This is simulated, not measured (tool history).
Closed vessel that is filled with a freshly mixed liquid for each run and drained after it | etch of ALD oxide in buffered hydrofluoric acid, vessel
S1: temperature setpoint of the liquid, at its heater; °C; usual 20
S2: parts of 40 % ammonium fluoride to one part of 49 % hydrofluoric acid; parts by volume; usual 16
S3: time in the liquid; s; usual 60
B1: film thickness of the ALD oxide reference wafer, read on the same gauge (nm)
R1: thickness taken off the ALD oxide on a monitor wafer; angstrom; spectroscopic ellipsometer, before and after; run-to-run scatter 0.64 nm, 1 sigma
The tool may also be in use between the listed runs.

run	hour	S1	S2	S3	B1	R1
1	0	22	16	50	150	1222.9
2	16	20	16	60	150.03	1319.6
3	30	20	16	60	149.96	1323.2
4	51.7	20	16	60	150.01	1336.7
5	73.8	22.5	16	60	149.99	1536.3
6	108.9	20	16	60	150.02	1343.6
7	129.9	20	16	60	150.01	1342.5
8	146.7	20	16	60	150.03	1350.6
9	164.8	20	19	60	149.99	1146
10	182.8	20	19	60	150.01	1153.4
11	216	20	19	60	150.03	1156
# hour 221.4: hydrofluoric acid flow meter replaced
12	249.8	22.5	16	60	150.01	1412.5
13	265.6	20	16	60	149.99	1233
14	292.1	20	11	60	150.03	1787.2
# hour 298.1: thermometer replaced
# hour 312.5: gauge calibrated
15	365.4	20	16	60	150.01	1115.2
16	377.6	22	18.5	70	149.99	1267.3
17	409.9	20	21.5	60	149.99	855.7
18	439.6	20	16	30	150.03	567.2
19	461.4	20	14	40	150	855.5
20	494	20	16	60	150	1146.7
21	513	20	13.5	60	150.01	1352.2
22	525.3	24	14	60	150.01	1643

For each run, what was the tool's unlogged condition?
gauge reads high (%): 0 at every run
H1: liquid hotter than its thermometer reads (K)
H2: hydrofluoric acid flow above the setpoint (%)
run	H1	H2
1	1.96	11.3
2	1.97	11.5
3	1.99	11.7
4	2.01	12
5	2.04	12.3
6	2.08	12.7
7	2.1	13
8	2.12	13.3
9	2.14	13.5
10	2.16	13.7
11	2.2	14.2
12	2.24	2.17
13	2.26	2.38
14	2.29	2.74
15	0.251	3.72
16	0.265	3.89
17	0.302	4.32
18	0.335	4.72
19	0.36	5.01
20	0.397	5.45
21	0.418	5.71
22	0.432	5.87
